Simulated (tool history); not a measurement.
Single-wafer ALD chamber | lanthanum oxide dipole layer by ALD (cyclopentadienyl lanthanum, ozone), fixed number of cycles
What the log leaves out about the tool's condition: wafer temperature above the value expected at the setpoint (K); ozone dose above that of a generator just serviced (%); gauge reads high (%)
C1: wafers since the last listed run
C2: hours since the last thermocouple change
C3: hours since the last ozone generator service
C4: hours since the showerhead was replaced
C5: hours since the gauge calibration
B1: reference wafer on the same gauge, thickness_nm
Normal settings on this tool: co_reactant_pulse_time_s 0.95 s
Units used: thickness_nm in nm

run 1 day=0.000 | co_reactant_pulse_time_s=0.95 | C1=0 C2=2551.7 C3=1219.7 C4=6598.1 C5=248.7 | B1=0.457 | thickness_nm=0.445
run 2 day=2.012 | co_reactant_pulse_time_s=0.95 | C1=828 C2=2600.0 C3=1268.0 C4=6646.4 C5=297.0 | B1=0.456 | thickness_nm=0.443
run 3 day=4.238 | co_reactant_pulse_time_s=0.95 | C1=915 C2=2653.4 C3=1321.4 C4=6699.8 C5=350.4 | B1=0.457 | thickness_nm=0.447
run 4 day=6.454 | co_reactant_pulse_time_s=0.95 | C1=912 C2=2706.6 C3=1374.6 C4=6753.0 C5=403.6 | B1=0.457 | thickness_nm=0.445
run 5 day=7.767 | co_reactant_pulse_time_s=0.79 | C1=540 C2=2738.1 C3=1406.1 C4=6784.5 C5=435.1 | B1=0.457 | thickness_nm=0.417
run 6 day=10.129 | co_reactant_pulse_time_s=0.79 | C1=972 C2=2794.8 C3=1462.8 C4=6841.2 C5=491.8 | B1=0.457 | thickness_nm=0.415
run 7 day=12.750 | co_reactant_pulse_time_s=0.79 | C1=1078 C2=2857.7 C3=1525.7 C4=6904.1 C5=554.7 | B1=0.457 | thickness_nm=0.416
run 8 day=14.962 | co_reactant_pulse_time_s=0.85 | C1=910 C2=2910.8 C3=1578.8 C4=6957.2 C5=607.8 | B1=0.457 | thickness_nm=0.425
run 9 day=16.783 | co_reactant_pulse_time_s=0.79 | C1=749 C2=2954.5 C3=1622.5 C4=7000.9 C5=651.5 | B1=0.457 | thickness_nm=0.414
-- day=18.738 thermocouple changed; heater temperature recalibrated
-- day=19.079 showerhead replaced
run 10 day=19.312 | co_reactant_pulse_time_s=0.74 | C1=766 C2=13.8 C3=1683.2 C4=5.6 C5=712.2 | B1=0.458 | thickness_nm=0.401
-- day=21.117 ozone generator serviced
-- day=21.388 gauge calibrated
run 11 day=24.075 | co_reactant_pulse_time_s=0.78 | C1=1822 C2=128.1 C3=71.0 C4=119.9 C5=64.5 | B1=0.457 | thickness_nm=0.429
run 12 day=25.500 | co_reactant_pulse_time_s=1.16 | C1=586 C2=162.3 C3=105.2 C4=154.1 C5=98.7 | B1=0.457 | thickness_nm=0.482
run 13 day=27.071 | co_reactant_pulse_time_s=0.84 | C1=646 C2=200.0 C3=142.9 C4=191.8 C5=136.4 | B1=0.457 | thickness_nm=0.441
run 14 day=29.058 | co_reactant_pulse_time_s=0.75 | C1=817 C2=247.7 C3=190.6 C4=239.5 C5=184.1 | B1=0.457 | thickness_nm=0.422

4 ways to go on from here, each from the tool as it stands after run 14. What would each give?
run A day=29.075 | co_reactant_pulse_time_s=1.20 | C1=6 C2=248.1 C3=191.0 C4=239.9 C5=184.5 | B1=? | thickness_nm=?
run B day=29.075 | co_reactant_pulse_time_s=1.19 | C1=6 C2=248.1 C3=191.0 C4=239.9 C5=184.5 | B1=? | thickness_nm=?
run C day=29.075 | co_reactant_pulse_time_s=0.83 | C1=6 C2=248.1 C3=191.0 C4=239.9 C5=184.5 | B1=? | thickness_nm=?
run D day=29.075 | co_reactant_pulse_time_s=0.81 | C1=6 C2=248.1 C3=191.0 C4=239.9 C5=184.5 | B1=? | thickness_nm=?

run=A B1=0.457 thickness_nm=0.486
run=B B1=0.457 thickness_nm=0.485
run=C B1=0.457 thickness_nm=0.437
run=D B1=0.457 thickness_nm=0.434
Without the tool's unlogged condition, the same runs would have read:
run=A thickness_nm=0.487
run=B thickness_nm=0.486
run=C thickness_nm=0.439
run=D thickness_nm=0.436
